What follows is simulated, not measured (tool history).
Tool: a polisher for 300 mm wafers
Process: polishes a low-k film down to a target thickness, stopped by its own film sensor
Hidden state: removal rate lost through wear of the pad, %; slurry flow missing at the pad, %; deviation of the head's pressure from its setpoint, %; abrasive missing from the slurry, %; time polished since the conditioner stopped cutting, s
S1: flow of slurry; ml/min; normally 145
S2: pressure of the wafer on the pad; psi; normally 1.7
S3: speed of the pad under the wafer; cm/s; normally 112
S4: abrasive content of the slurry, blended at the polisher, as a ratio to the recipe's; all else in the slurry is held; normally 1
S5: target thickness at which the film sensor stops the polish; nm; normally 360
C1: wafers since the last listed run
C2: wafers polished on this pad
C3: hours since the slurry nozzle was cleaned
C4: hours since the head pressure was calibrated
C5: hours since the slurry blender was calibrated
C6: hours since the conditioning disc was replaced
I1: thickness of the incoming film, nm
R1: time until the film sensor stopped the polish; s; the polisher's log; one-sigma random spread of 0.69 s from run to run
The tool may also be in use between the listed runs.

run	hour	S1	S2	S3	S4	S5	C1	C2	C3	C4	C5	C6	I1	R1
1	0	145	1.7	112	1.15	360	0	1390	348.5	1047.2	365.4	31.7	391.8	77.1
2	11.5	145	1.7	112	1.15	360	70	1460	360	1058.7	376.9	43.2	393.3	79.3
# hour 28.7: worn pad replaced by a new one
3	29.4	145	1.7	112	1	360	85	4	377.9	1076.6	394.8	61.1	385.8	59.8
4	40.7	145	1.7	112	1	360	69	73	389.2	1087.9	406.1	72.4	388.3	66.7
5	47.5	145	1.7	112	1	360	41	115	396	1094.7	412.9	79.2	390	70.7
6	59.5	145	1.7	112	1	360	73	189	408	1106.7	424.9	91.2	385.8	61.6
7	74.1	145	1.7	112	1	360	89	279	422.6	1121.3	439.5	105.8	393.9	81.2
8	87.5	145	1.7	112	1	360	82	361	436	1134.7	452.9	119.2	389.3	70.1
9	94.6	145	1.7	112	1	360	43	405	443.1	1141.8	460	126.3	393.7	80.3
10	105.8	145	1.7	112	1	360	68	474	454.3	1153	471.2	137.5	392.9	80.1
# hour 126.6: slurry blender recalibrated
11	143.4	145	1.7	112	1	360	219	693	491.9	1190.6	16.8	175.1	389	71.3
12	158.1	170	2	112	1.3	360	90	784	506.6	1205.3	31.5	189.8	390.2	56.8
13	174.4	145	1.7	112	1	360	100	884	522.9	1221.6	47.8	206.1	393.4	81.8
# hour 183.4: slurry nozzle cleaned
# hour 185.6: head pressure recalibrated
14	186.8	145	1.7	112	1	360	57	942	3.4	1.2	60.2	218.5	391.6	76.7
15	204.3	165	1.3	112	1.1	356	107	1050	20.9	18.7	77.7	236	390	105.2
16	211.7	145	1.7	142	1	360	45	1095	28.3	26.1	85.1	243.4	393.2	71
17	218.2	145	1.7	112	1	360	40	1135	34.8	32.6	91.6	249.9	389.3	71.9
# hour 238.1: worn pad replaced by a new one
18	238.6	130	1.7	112	1	360	100	2	55.2	53	112	270.3	385.9	63.8
# hour 243.4: conditioning disc replaced and pad reconditioned
19	243.9	145	1.5	112	1	360	20	23	60.5	58.3	117.3	0.5	394.4	92.7
20	252.8	145	1.2	80	1	360	54	77	69.4	67.2	126.2	9.4	382.7	95.2
21	260.8	145	1.7	112	1	360	49	127	77.4	75.2	134.2	17.4	390.5	72.9
22	269.4	145	1.7	112	0.8	360	52	180	86	83.8	142.8	26	384.7	62.4
23	286	160	2.2	128	1.1	360	102	282	102.6	100.4	159.4	42.6	386.3	43.8
24	302.3	145	1.3	94	1.2	360	100	382	118.9	116.7	175.7	58.9	391.8	107.1
25	319.2	160	1.2	112	1	360	104	486	135.8	133.6	192.6	75.8	397.1	127.7
26	330	145	1.7	112	1	360	66	553	146.6	144.4	203.4	86.6	391.6	78.6
27	340.7	110	1.7	146	1	360	65	619	157.3	155.1	214.1	97.3	382.7	49.9

Some steps in R1 between neighbouring runs. How much of each would the tool show without its hidden state too (settings, what came in, random variation), and how much is left for the hidden state, with any gauge scatter that isn't in both results?
Run 2 -> 3: S4 1.15 -> 1, worn pad replaced by a new one. R1 -19.5 s: hidden state -5.2, all else -14.3.
Run 23 -> 24: S1 160 -> 145, S2 2.2 -> 1.3, S3 128 -> 94, S4 1.1 -> 1.2. R1 +63.3 s: hidden state +3.9, all else +59.4.
Run 25 -> 26: S1 160 -> 145, S2 1.2 -> 1.7. R1 -49.1 s: hidden state -2.8, all else -46.3.
